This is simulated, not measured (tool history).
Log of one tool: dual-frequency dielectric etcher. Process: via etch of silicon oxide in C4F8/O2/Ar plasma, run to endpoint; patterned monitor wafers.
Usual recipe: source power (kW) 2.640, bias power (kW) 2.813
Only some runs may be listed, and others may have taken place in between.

run	hour	source power (kW)	bias power (kW)	incoming incoming film thickness, nm	endpoint time (s)
1	0.0	2.640	2.813	1077.4	158.0
2	105.5	2.640	2.813	1092.9	155.6
3	157.2	2.640	2.813	1095.0	157.7
# hour 245.1: wet clean of the chamber
4	258.7	2.640	2.813	1087.3	165.4
5	341.4	2.640	2.813	1078.0	160.7
6	386.9	2.640	2.813	1088.5	165.7
7	490.5	2.640	2.813	1074.4	156.6
# hour 506.0: bias power generator calibrated
# hour 570.0: source power generator calibrated
8	593.1	2.640	2.813	1075.3	157.2
9	632.5	2.640	2.813	1081.6	155.0
10	682.9	2.640	2.441	1081.9	165.4
# hour 708.5: wet clean of the chamber
11	729.7	3.200	2.309	1093.8	167.5

What does the tool deliver on the next run?
12	782.6	1.990	3.285	1085.0	?

Run 12 gave endpoint time (s) 168.8.
With the hidden condition absent and the run-to-run variation left alone, this run would have shown endpoint time (s) 169.9.
